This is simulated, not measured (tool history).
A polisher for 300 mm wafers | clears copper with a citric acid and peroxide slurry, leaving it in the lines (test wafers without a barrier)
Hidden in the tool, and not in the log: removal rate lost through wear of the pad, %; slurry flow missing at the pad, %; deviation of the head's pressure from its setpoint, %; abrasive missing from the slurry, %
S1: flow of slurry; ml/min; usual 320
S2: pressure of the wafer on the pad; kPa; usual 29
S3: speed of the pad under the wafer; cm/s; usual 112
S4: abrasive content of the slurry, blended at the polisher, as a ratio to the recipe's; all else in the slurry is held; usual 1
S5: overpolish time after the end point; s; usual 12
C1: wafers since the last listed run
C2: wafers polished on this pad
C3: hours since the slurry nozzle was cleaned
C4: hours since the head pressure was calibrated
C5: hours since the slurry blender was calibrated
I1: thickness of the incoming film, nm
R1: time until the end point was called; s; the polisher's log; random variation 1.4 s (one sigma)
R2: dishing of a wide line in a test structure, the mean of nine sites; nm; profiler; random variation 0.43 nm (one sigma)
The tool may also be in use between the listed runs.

| run | hour | S1 | S2 | S3 | S4 | S5 | C1 | C2 | C3 | C4 | C5 | I1 | R1 | R2 |
|---|---|---|---|---|---|---|---|---|---|---|---|---|---|---|
| 1 | 0 | 320 | 21.4 | 112 | 1 | 12 | 0 | 226 | 328.8 | 193.3 | 54.2 | 423.6 | 140.8 | 25.9 |
| 2 | 39.3 | 320 | 21.4 | 112 | 1 | 12 | 221 | 447 | 368.1 | 232.6 | 93.5 | 422.9 | 143.3 | 25.3 |
| 3 | 69.4 | 320 | 21.4 | 112 | 1 | 12 | 169 | 616 | 398.2 | 262.7 | 123.6 | 418 | 141 | 25.5 |
| 4 | 125.7 | 320 | 29 | 112 | 1 | 12 | 316 | 933 | 454.5 | 319 | 179.9 | 428.4 | 107.8 | 33 |
|  | 188.8 | worn pad replaced by a new one |
| 5 | 190 | 320 | 29 | 112 | 1 | 12 | 339 | 6 | 518.8 | 383.3 | 244.2 | 426.7 | 113.7 | 32.2 |
| 6 | 220.3 | 320 | 29 | 112 | 1 | 12 | 170 | 177 | 549.1 | 413.6 | 274.5 | 425.4 | 112.3 | 32.1 |
|  | 231.8 | slurry blender recalibrated |
| 7 | 256.8 | 320 | 29 | 112 | 1 | 14 | 194 | 371 | 585.6 | 450.1 | 25 | 425.5 | 107.3 | 38.4 |
| 8 | 281.2 | 320 | 29 | 112 | 1 | 14 | 137 | 508 | 610 | 474.5 | 49.4 | 420.9 | 104.9 | 39 |
| 9 | 350.6 | 320 | 37.9 | 112 | 1 | 12 | 390 | 899 | 679.4 | 543.9 | 118.8 | 414.9 | 80.9 | 41.1 |
|  | 372.8 | worn pad replaced by a new one |
|  | 484.2 | slurry nozzle cleaned |
|  | 512.6 | slurry blender recalibrated |
|  | 516.1 | head pressure recalibrated |
| 10 | 561.7 | 320 | 29 | 112 | 1 | 19 | 1137 | 1034 | 77.5 | 45.6 | 49.1 | 427.5 | 107.4 | 49.4 |
|  | 571.1 | worn pad replaced by a new one |
| 11 | 626.3 | 320 | 37.9 | 144 | 1 | 12 | 341 | 310 | 142.1 | 110.2 | 113.7 | 423 | 63.8 | 52 |
| 12 | 665.6 | 270 | 29 | 84 | 1.1 | 14 | 221 | 531 | 181.4 | 149.5 | 153 | 417.9 | 138.1 | 29.5 |
| 13 | 725.8 | 240 | 24.1 | 112 | 1 | 16 | 338 | 870 | 241.6 | 209.7 | 213.2 | 415.8 | 137.1 | 34.9 |
|  | 776.4 | worn pad replaced by a new one |
|  | 782.7 | slurry blender recalibrated |
| 14 | 894.2 | 255 | 23.4 | 112 | 1 | 12 | 913 | 651 | 410 | 378.1 | 111.5 | 421.3 | 133 | 27.5 |
| 15 | 956.6 | 405 | 29 | 148 | 1 | 12 | 351 | 1002 | 472.4 | 440.5 | 173.9 | 423.6 | 81 | 41.7 |
|  | 989.9 | worn pad replaced by a new one |
| 16 | 1027.5 | 320 | 29 | 112 | 1 | 12 | 376 | 211 | 543.3 | 511.4 | 244.8 | 425.3 | 117.5 | 32.5 |

3 ways to go on from here, each from the tool as it stands after run 16. What would each give?
| A | 1028 | 320 | 29 | 112 | 1 | 6 | 2 | 214 | 543.8 | 511.9 | 245.3 | 416.6 | ? | ? |
| B | 1028 | 320 | 39.3 | 112 | 0.85 | 12 | 2 | 214 | 543.8 | 511.9 | 245.3 | 416.6 | ? | ? |
| C | 1028 | 225 | 29 | 132 | 0.8 | 18 | 2 | 214 | 543.8 | 511.9 | 245.3 | 416.6 | ? | ? |

| run | R1 | R2 |
|---|---|---|
| A | 111.7 | 16.6 |
| B | 84.9 | 40.1 |
| C | 102.6 | 47.4 |
Without the tool's hidden state the same runs would have given:
| run | R1 | R2 |
|---|---|---|
| A | 104.2 | 17.8 |
| B | 79.3 | 42.5 |
| C | 95.9 | 50 |
